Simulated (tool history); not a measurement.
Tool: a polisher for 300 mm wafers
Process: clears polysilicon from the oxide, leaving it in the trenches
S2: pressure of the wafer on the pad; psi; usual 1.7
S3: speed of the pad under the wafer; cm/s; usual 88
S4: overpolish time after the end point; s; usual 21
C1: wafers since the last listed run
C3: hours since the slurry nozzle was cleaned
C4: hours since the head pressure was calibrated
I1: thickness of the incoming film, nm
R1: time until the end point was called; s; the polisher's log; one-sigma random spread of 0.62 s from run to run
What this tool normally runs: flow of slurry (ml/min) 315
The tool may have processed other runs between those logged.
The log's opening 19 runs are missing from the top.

{"run": 20, "hour": 1158.4, "flow of slurry (ml/min)": 375, "S2": 1.4, "S3": 114, "S4": 29, "C1": 622, "wafers polished on this pad": 1900, "C3": 161.6, "C4": 67.2, "I1": 395.6, "R1": 64.1}
{"run": 21, "hour": 1191.8, "flow of slurry (ml/min)": 315, "S2": 1.7, "S3": 88, "S4": 21, "C1": 371, "wafers polished on this pad": 2272, "C3": 195.0, "C4": 100.6, "I1": 395.4, "R1": 67.1}
{"run": 22, "hour": 1223.9, "flow of slurry (ml/min)": 315, "S2": 1.7, "S3": 88, "S4": 12, "C1": 357, "wafers polished on this pad": 2629, "C3": 227.1, "C4": 132.7, "I1": 407.0, "R1": 69.7}
{"run": 23, "hour": 1251.2, "flow of slurry (ml/min)": 315, "S2": 1.2, "S3": 88, "S4": 21, "C1": 303, "wafers polished on this pad": 2933, "C3": 254.4, "C4": 160.0, "I1": 398.3, "R1": 85.6}
{"hour": 1395.0, "done": "slurry nozzle cleaned"}
{"run": 24, "hour": 1421.8, "flow of slurry (ml/min)": 315, "S2": 1.7, "S3": 112, "S4": 15, "C1": 1888, "wafers polished on this pad": 4822, "C3": 26.8, "C4": 330.6, "I1": 394.1, "R1": 57.5}
{"run": 25, "hour": 1456.4, "flow of slurry (ml/min)": 315, "S2": 1.7, "S3": 88, "S4": 21, "C1": 385, "wafers polished on this pad": 5207, "C3": 61.4, "C4": 365.2, "I1": 396.7, "R1": 68.1}
{"hour": 1470.5, "done": "worn pad replaced by a new one"}
{"run": 26, "hour": 1523.5, "flow of slurry (ml/min)": 395, "S2": 2.0, "S3": 104, "S4": 21, "C1": 702, "wafers polished on this pad": 589, "C3": 128.5, "C4": 432.3, "I1": 403.8, "R1": 53.5}
{"run": 27, "hour": 1575.2, "flow of slurry (ml/min)": 355, "S2": 1.9, "S3": 108, "S4": 17, "C1": 575, "wafers polished on this pad": 1165, "C3": 180.2, "C4": 484.0, "I1": 397.0, "R1": 53.4}
{"run": 28, "hour": 1618.7, "flow of slurry (ml/min)": 375, "S2": 2.0, "S3": 88, "S4": 10, "C1": 484, "wafers polished on this pad": 1649, "C3": 223.7, "C4": 527.5, "I1": 394.8, "R1": 60.0}
{"hour": 1645.4, "done": "head pressure recalibrated"}
{"run": 29, "hour": 1649.8, "flow of slurry (ml/min)": 345, "S2": 1.9, "S3": 88, "S4": 21, "C1": 324, "wafers polished on this pad": 1973, "C3": 254.8, "C4": 4.4, "I1": 402.8, "R1": 63.6}
{"run": 30, "hour": 1712.2, "flow of slurry (ml/min)": 370, "S2": 1.1, "S3": 78, "S4": 31, "C1": 694, "wafers polished on this pad": 2668, "C3": 317.2, "C4": 66.8, "I1": 406.6, "R1": 98.1}
{"hour": 1834.8, "done": "slurry nozzle cleaned"}
{"run": 31, "hour": 1869.8, "flow of slurry (ml/min)": 370, "S2": 1.1, "S3": 78, "S4": 31, "C1": 1743, "wafers polished on this pad": 4412, "C3": 35.0, "C4": 224.4, "I1": 401.7, "R1": 97.2}
{"run": 32, "hour": 1939.5, "flow of slurry (ml/min)": 315, "S2": 2.2, "S3": 118, "S4": 21, "C1": 776, "wafers polished on this pad": 5188, "C3": 104.7, "C4": 294.1, "I1": 408.0, "R1": 47.8}
{"hour": 1968.8, "done": "worn pad replaced by a new one"}
{"run": 33, "hour": 1979.9, "flow of slurry (ml/min)": 220, "S2": 1.7, "S3": 88, "S4": 21, "C1": 405, "wafers polished on this pad": 123, "C3": 145.1, "C4": 334.5, "I1": 397.0, "R1": 69.1}
{"run": 34, "hour": 2028.2, "flow of slurry (ml/min)": 370, "S2": 1.7, "S3": 88, "S4": 21, "C1": 537, "wafers polished on this pad": 661, "C3": 193.4, "C4": 382.8, "I1": 397.0, "R1": 66.3}

Consider 4 possible next runs. They are alternatives, not a sequence: every one starts from the tool as it was left by run 34. What does each give?
{"run": "A", "hour": 2028.6, "flow of slurry (ml/min)": 315, "S2": 1.7, "S3": 64, "S4": 21, "C1": 4, "wafers polished on this pad": 665, "C3": 193.8, "C4": 383.2, "I1": 396.4, "R1": "?"}
{"run": "B", "hour": 2028.6, "flow of slurry (ml/min)": 395, "S2": 2.0, "S3": 66, "S4": 31, "C1": 4, "wafers polished on this pad": 665, "C3": 193.8, "C4": 383.2, "I1": 396.4, "R1": "?"}
{"run": "C", "hour": 2028.6, "flow of slurry (ml/min)": 235, "S2": 1.4, "S3": 88, "S4": 21, "C1": 4, "wafers polished on this pad": 665, "C3": 193.8, "C4": 383.2, "I1": 396.4, "R1": "?"}
{"run": "D", "hour": 2028.6, "flow of slurry (ml/min)": 390, "S2": 1.7, "S3": 80, "S4": 21, "C1": 4, "wafers polished on this pad": 665, "C3": 193.8, "C4": 383.2, "I1": 396.4, "R1": "?"}

run=A R1=80.6
run=B R1=69.3
run=C R1=78.5
run=D R1=69.5
What these runs would have given with no unlogged condition in the tool:
run=A R1=79.1
run=B R1=67.9
run=C R1=77.0
run=D R1=68.1

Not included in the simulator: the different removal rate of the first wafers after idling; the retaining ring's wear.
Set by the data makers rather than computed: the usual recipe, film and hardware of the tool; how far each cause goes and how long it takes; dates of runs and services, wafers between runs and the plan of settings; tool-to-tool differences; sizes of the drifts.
